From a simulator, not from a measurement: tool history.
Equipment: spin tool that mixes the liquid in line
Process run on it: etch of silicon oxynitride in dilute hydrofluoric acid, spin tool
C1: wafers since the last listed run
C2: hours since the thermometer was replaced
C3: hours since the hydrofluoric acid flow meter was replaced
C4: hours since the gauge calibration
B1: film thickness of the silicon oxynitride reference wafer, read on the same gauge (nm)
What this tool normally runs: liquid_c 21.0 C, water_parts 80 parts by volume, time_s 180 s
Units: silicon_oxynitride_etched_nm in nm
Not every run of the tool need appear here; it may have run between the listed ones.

run 1 hour=0.0 | liquid_c=21.0 water_parts=80 time_s=180 | C1=0 C2=1566.6 C3=432.3 C4=99.7 | B1=109.97 | silicon_oxynitride_etched_nm=11.22
run 2 hour=8.0 | liquid_c=21.0 water_parts=80 time_s=180 | C1=46 C2=1574.6 C3=440.3 C4=107.7 | B1=110.02 | silicon_oxynitride_etched_nm=11.20
run 3 hour=15.5 | liquid_c=18.0 water_parts=80 time_s=180 | C1=43 C2=1582.1 C3=447.8 C4=115.2 | B1=110.02 | silicon_oxynitride_etched_nm=9.74
run 4 hour=25.1 | liquid_c=21.0 water_parts=80 time_s=180 | C1=55 C2=1591.7 C3=457.4 C4=124.8 | B1=109.99 | silicon_oxynitride_etched_nm=11.39
run 5 hour=42.3 | liquid_c=21.0 water_parts=80 time_s=180 | C1=99 C2=1608.9 C3=474.6 C4=142.0 | B1=110.01 | silicon_oxynitride_etched_nm=11.28
run 6 hour=59.0 | liquid_c=21.0 water_parts=80 time_s=220 | C1=96 C2=1625.6 C3=491.3 C4=158.7 | B1=110.00 | silicon_oxynitride_etched_nm=13.96
run 7 hour=76.0 | liquid_c=25.0 water_parts=80 time_s=180 | C1=98 C2=1642.6 C3=508.3 C4=175.7 | B1=109.99 | silicon_oxynitride_etched_nm=13.78
run 8 hour=92.6 | liquid_c=25.0 water_parts=80 time_s=180 | C1=96 C2=1659.2 C3=524.9 C4=192.3 | B1=109.99 | silicon_oxynitride_etched_nm=14.07
run 9 hour=99.4 | liquid_c=25.0 water_parts=80 time_s=180 | C1=39 C2=1666.0 C3=531.7 C4=199.1 | B1=109.99 | silicon_oxynitride_etched_nm=13.92
run 10 hour=109.3 | liquid_c=21.0 water_parts=80 time_s=180 | C1=57 C2=1675.9 C3=541.6 C4=209.0 | B1=110.01 | silicon_oxynitride_etched_nm=11.66
run 11 hour=116.3 | liquid_c=21.0 water_parts=80 time_s=180 | C1=40 C2=1682.9 C3=548.6 C4=216.0 | B1=110.01 | silicon_oxynitride_etched_nm=11.55
run 12 hour=123.7 | liquid_c=19.5 water_parts=95 time_s=105 | C1=42 C2=1690.3 C3=556.0 C4=223.4 | B1=109.96 | silicon_oxynitride_etched_nm=5.31
-- hour=126.3 thermometer replaced
run 13 hour=139.0 | liquid_c=23.5 water_parts=55 time_s=240 | C1=82 C2=12.7 C3=571.3 C4=238.7 | B1=110.03 | silicon_oxynitride_etched_nm=26.00
-- hour=146.6 hydrofluoric acid flow meter replaced
run 14 hour=147.1 | liquid_c=25.5 water_parts=80 time_s=180 | C1=41 C2=20.8 C3=0.5 C4=246.8 | B1=110.01 | silicon_oxynitride_etched_nm=12.68
-- hour=152.3 gauge calibrated
run 15 hour=163.7 | liquid_c=21.0 water_parts=80 time_s=180 | C1=96 C2=37.4 C3=17.1 C4=11.4 | B1=110.02 | silicon_oxynitride_etched_nm=10.35
run 16 hour=173.2 | liquid_c=17.0 water_parts=100 time_s=280 | C1=54 C2=46.9 C3=26.6 C4=20.9 | B1=109.97 | silicon_oxynitride_etched_nm=10.38
run 17 hour=183.6 | liquid_c=21.0 water_parts=80 time_s=120 | C1=60 C2=57.3 C3=37.0 C4=31.3 | B1=109.99 | silicon_oxynitride_etched_nm=7.03
run 18 hour=196.1 | liquid_c=19.5 water_parts=80 time_s=75 | C1=72 C2=69.8 C3=49.5 C4=43.8 | B1=110.00 | silicon_oxynitride_etched_nm=4.05
run 19 hour=212.4 | liquid_c=25.0 water_parts=70 time_s=285 | C1=94 C2=86.1 C3=65.8 C4=60.1 | B1=109.96 | silicon_oxynitride_etched_nm=23.37
run 20 hour=224.7 | liquid_c=24.0 water_parts=110 time_s=265 | C1=71 C2=98.4 C3=78.1 C4=72.4 | B1=110.00 | silicon_oxynitride_etched_nm=12.74
run 21 hour=232.3 | liquid_c=21.0 water_parts=80 time_s=150 | C1=43 C2=106.0 C3=85.7 C4=80.0 | B1=110.00 | silicon_oxynitride_etched_nm=8.79
run 22 hour=240.6 | liquid_c=21.0 water_parts=80 time_s=180 | C1=48 C2=114.3 C3=94.0 C4=88.3 | B1=109.98 | silicon_oxynitride_etched_nm=10.64

Here are 5 independent what-if runs from the current tool condition. What would each one return?
run A hour=241.1 | liquid_c=21.0 water_parts=80 time_s=135 | C1=2 C2=114.8 C3=94.5 C4=88.8 | B1=? | silicon_oxynitride_etched_nm=?
run B hour=241.1 | liquid_c=21.0 water_parts=80 time_s=255 | C1=2 C2=114.8 C3=94.5 C4=88.8 | B1=? | silicon_oxynitride_etched_nm=?
run C hour=241.1 | liquid_c=17.5 water_parts=55 time_s=180 | C1=2 C2=114.8 C3=94.5 C4=88.8 | B1=? | silicon_oxynitride_etched_nm=?
run D hour=241.1 | liquid_c=21.0 water_parts=65 time_s=95 | C1=2 C2=114.8 C3=94.5 C4=88.8 | B1=? | silicon_oxynitride_etched_nm=?
run E hour=241.1 | liquid_c=21.0 water_parts=80 time_s=250 | C1=2 C2=114.8 C3=94.5 C4=88.8 | B1=? | silicon_oxynitride_etched_nm=?

run=A B1=109.99 silicon_oxynitride_etched_nm=7.84
run=B B1=109.99 silicon_oxynitride_etched_nm=14.81
run=C B1=109.99 silicon_oxynitride_etched_nm=12.98
run=D B1=109.99 silicon_oxynitride_etched_nm=6.87
run=E B1=109.99 silicon_oxynitride_etched_nm=14.52
Without the tool's unlogged condition, the same runs would have read:
run=A silicon_oxynitride_etched_nm=7.57
run=B silicon_oxynitride_etched_nm=14.31
run=C silicon_oxynitride_etched_nm=12.55
run=D silicon_oxynitride_etched_nm=6.63
run=E silicon_oxynitride_etched_nm=14.03

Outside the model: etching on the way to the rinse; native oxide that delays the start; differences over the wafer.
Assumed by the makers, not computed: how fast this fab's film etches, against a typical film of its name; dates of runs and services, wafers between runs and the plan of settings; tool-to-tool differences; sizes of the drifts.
